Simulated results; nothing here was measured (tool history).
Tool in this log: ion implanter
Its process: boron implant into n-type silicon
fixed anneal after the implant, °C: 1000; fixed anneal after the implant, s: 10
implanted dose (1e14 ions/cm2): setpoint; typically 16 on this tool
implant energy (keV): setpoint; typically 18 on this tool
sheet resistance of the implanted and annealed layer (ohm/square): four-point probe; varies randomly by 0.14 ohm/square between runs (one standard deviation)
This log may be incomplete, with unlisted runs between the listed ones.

run    day  implanted dose (1e14 ions/cm2)  implant energy (keV)  read-back reference wafer on the same gauge, sheet resistance  sheet resistance of the implanted and annealed layer (ohm/square)
  1      0                              16                    18                                                          98.76                                                              92.27
  2  0.304                           18.09                    18                                                          98.69                                                               86.7
  3  0.675                           18.09                    18                                                          98.65                                                               86.8
  4  0.954                           18.02                    18                                                          98.67                                                              86.89
  5  1.625                           18.02                    18                                                          98.58                                                              86.95
  6  2.133                           18.02                    18                                                          98.51                                                              86.82
  7  2.454                              16                    18                                                          98.49                                                              92.21
  8  3.158                              16                    18                                                          98.36                                                               91.9
  9   3.65                              16                    18                                                           98.3                                                              91.83
 10   4.35                           18.07                    20                                                          98.19                                                              83.87
 11  4.704                           18.74                    18                                                          98.14                                                              84.96
 12  5.133                              16                    15                                                          98.07                                                              96.91
 13  5.417                           19.35                  20.5                                                          97.98                                                              80.53
 14  5.946                              16                    18                                                          98.78                                                              92.56
 15  6.338                           13.22                    18                                                          98.79                                                             103.19
 16  6.983                           12.99                    18                                                          98.74                                                              104.3
 17  7.654                            20.6                  12.5                                                          98.73                                                              95.55
 18  8.233                              16                    18                                                          98.69                                                              92.15

Withheld: 3 entries from between the runs. Position of each, and hidden state at the listed run before versus the listed run after:
From run 7 to run 8: extraction supply calibrated (day 3.133)
  gauge reads high (%): -0.321 -> -0.419
  measured minus no-state result, sheet resistance of the implanted and annealed layer (ohm/square): -0.29 -> -0.39
From run 8 to run 9: Faraday cup replaced and dose calibrated (day 3.538)
  gauge reads high (%): -0.419 -> -0.495
  measured minus no-state result, sheet resistance of the implanted and annealed layer (ohm/square): -0.39 -> -0.46
From run 13 to run 14: gauge calibrated (day 5.779)
  gauge reads high (%): -0.822 -> -0.0265
  measured minus no-state result, sheet resistance of the implanted and annealed layer (ohm/square): -0.67 -> -0.03
